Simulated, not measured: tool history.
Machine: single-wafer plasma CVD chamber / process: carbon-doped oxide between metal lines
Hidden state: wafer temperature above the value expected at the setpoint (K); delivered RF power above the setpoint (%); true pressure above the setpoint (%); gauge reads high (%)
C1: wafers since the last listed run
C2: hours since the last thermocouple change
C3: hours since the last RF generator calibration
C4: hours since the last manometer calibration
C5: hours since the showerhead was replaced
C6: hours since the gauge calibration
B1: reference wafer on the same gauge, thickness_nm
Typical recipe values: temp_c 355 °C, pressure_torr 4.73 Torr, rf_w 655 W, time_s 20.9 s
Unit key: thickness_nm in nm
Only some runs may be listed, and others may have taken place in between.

run 1 hour=0 | temp_c=355 pressure_torr=5.28 rf_w=655 time_s=22 | C1=0 C2=924.7 C3=1480.4 C4=1697.8 C5=2779.4 C6=571.8 | B1=129.044 | thickness_nm=133.935
run 2 hour=54.3 | temp_c=355 pressure_torr=5.28 rf_w=655 time_s=22 | C1=1137 C2=979 C3=1534.7 C4=1752.1 C5=2833.7 C6=626.1 | B1=129.023 | thickness_nm=133.659
run 3 hour=102.3 | temp_c=355 pressure_torr=4.73 rf_w=655 time_s=20.9 | C1=1005 C2=1027 C3=1582.7 C4=1800.1 C5=2881.7 C6=674.1 | B1=129 | thickness_nm=125.987
run 4 hour=161.2 | temp_c=355 pressure_torr=4.73 rf_w=655 time_s=20.9 | C1=1234 C2=1085.9 C3=1641.6 C4=1859 C5=2940.6 C6=733 | B1=129 | thickness_nm=125.144
run 5 hour=212.6 | temp_c=361 pressure_torr=4.73 rf_w=595 time_s=20.9 | C1=1076 C2=1137.3 C3=1693 C4=1910.4 C5=2992 C6=784.4 | B1=129.082 | thickness_nm=113.082
run 6 hour=275.9 | temp_c=361 pressure_torr=4.73 rf_w=595 time_s=20.9 | C1=1326 C2=1200.6 C3=1756.3 C4=1973.7 C5=3055.3 C6=847.7 | B1=129.1 | thickness_nm=113.1
-- hour=314.5 RF generator calibrated
run 7 hour=334.7 | temp_c=361 pressure_torr=4.73 rf_w=595 time_s=20.9 | C1=1064 C2=1259.4 C3=20.2 C4=2032.5 C5=3114.1 C6=906.5 | B1=128.997 | thickness_nm=116.339
run 8 hour=366.1 | temp_c=355 pressure_torr=4.73 rf_w=655 time_s=18.9 | C1=657 C2=1290.8 C3=51.6 C4=2063.9 C5=3145.5 C6=937.9 | B1=129.074 | thickness_nm=116.375
-- hour=399.9 gauge calibrated
run 9 hour=425.1 | temp_c=355 pressure_torr=3.91 rf_w=655 time_s=20.9 | C1=1236 C2=1349.8 C3=110.6 C4=2122.9 C5=3204.5 C6=25.2 | B1=128.992 | thickness_nm=125.58
run 10 hour=479 | temp_c=355 pressure_torr=4.73 rf_w=655 time_s=24.6 | C1=1129 C2=1403.7 C3=164.5 C4=2176.8 C5=3258.4 C6=79.1 | B1=128.887 | thickness_nm=151.247
-- hour=500.1 showerhead replaced
run 11 hour=549.6 | temp_c=355 pressure_torr=3.91 rf_w=655 time_s=20.9 | C1=1311 C2=1474.3 C3=235.1 C4=2247.4 C5=49.5 C6=149.7 | B1=128.946 | thickness_nm=125.857
run 12 hour=596.8 | temp_c=343 pressure_torr=4.73 rf_w=750 time_s=18.4 | C1=988 C2=1521.5 C3=282.3 C4=2294.6 C5=96.7 C6=196.9 | B1=129.052 | thickness_nm=132.32
run 13 hour=668.5 | temp_c=349 pressure_torr=5.66 rf_w=655 time_s=17.9 | C1=1502 C2=1593.2 C3=354 C4=2366.3 C5=168.4 C6=268.6 | B1=129.027 | thickness_nm=115.12
-- hour=719.6 thermocouple changed; heater temperature recalibrated
run 14 hour=728.5 | temp_c=367 pressure_torr=4.35 rf_w=690 time_s=20.9 | C1=1089 C2=8.9 C3=414 C4=2426.3 C5=228.4 C6=328.6 | B1=129.047 | thickness_nm=125.4
-- hour=747.5 capacitance manometer re-zeroed and calibrated
run 15 hour=762.4 | temp_c=362 pressure_torr=4.73 rf_w=720 time_s=20.9 | C1=542 C2=42.8 C3=447.9 C4=14.9 C5=262.3 C6=362.5 | B1=129.075 | thickness_nm=131.989
run 16 hour=849 | temp_c=355 pressure_torr=4.73 rf_w=655 time_s=20.9 | C1=1814 C2=129.4 C3=534.5 C4=101.5 C5=348.9 C6=449.1 | B1=128.984 | thickness_nm=125.776
run 17 hour=880 | temp_c=359 pressure_torr=5.03 rf_w=580 time_s=22 | C1=649 C2=160.4 C3=565.5 C4=132.5 C5=379.9 C6=480.1 | B1=129.033 | thickness_nm=117.977
run 18 hour=920.4 | temp_c=355 pressure_torr=5.49 rf_w=615 time_s=20.9 | C1=846 C2=200.8 C3=605.9 C4=172.9 C5=420.3 C6=520.5 | B1=128.945 | thickness_nm=121.324
run 19 hour=966.3 | temp_c=355 pressure_torr=4.73 rf_w=655 time_s=20.9 | C1=961 C2=246.7 C3=651.8 C4=218.8 C5=466.2 C6=566.4 | B1=128.962 | thickness_nm=125.666

Below are 4 alternative next runs, each starting from the tool's condition after run 19. Predict each:
run A hour=966.7 | temp_c=355 pressure_torr=4.73 rf_w=655 time_s=20.9 | C1=8 C2=247.1 C3=652.2 C4=219.2 C5=466.6 C6=566.8 | B1=? | thickness_nm=?
run B hour=966.7 | temp_c=341 pressure_torr=5.55 rf_w=540 time_s=24 | C1=8 C2=247.1 C3=652.2 C4=219.2 C5=466.6 C6=566.8 | B1=? | thickness_nm=?
run C hour=966.7 | temp_c=355 pressure_torr=4.73 rf_w=655 time_s=22.4 | C1=8 C2=247.1 C3=652.2 C4=219.2 C5=466.6 C6=566.8 | B1=? | thickness_nm=?
run D hour=966.7 | temp_c=355 pressure_torr=4.73 rf_w=700 time_s=20.9 | C1=8 C2=247.1 C3=652.2 C4=219.2 C5=466.6 C6=566.8 | B1=? | thickness_nm=?

run=A B1=129.043 thickness_nm=126.183
run=B B1=129.043 thickness_nm=129.497
run=C B1=129.043 thickness_nm=135.083
run=D B1=129.043 thickness_nm=133.406
Take away the tool's hidden state, keep each run's random variation, and the runs would have read:
run=A thickness_nm=126.749
run=B thickness_nm=129.956
run=C thickness_nm=135.69
run=D thickness_nm=133.984

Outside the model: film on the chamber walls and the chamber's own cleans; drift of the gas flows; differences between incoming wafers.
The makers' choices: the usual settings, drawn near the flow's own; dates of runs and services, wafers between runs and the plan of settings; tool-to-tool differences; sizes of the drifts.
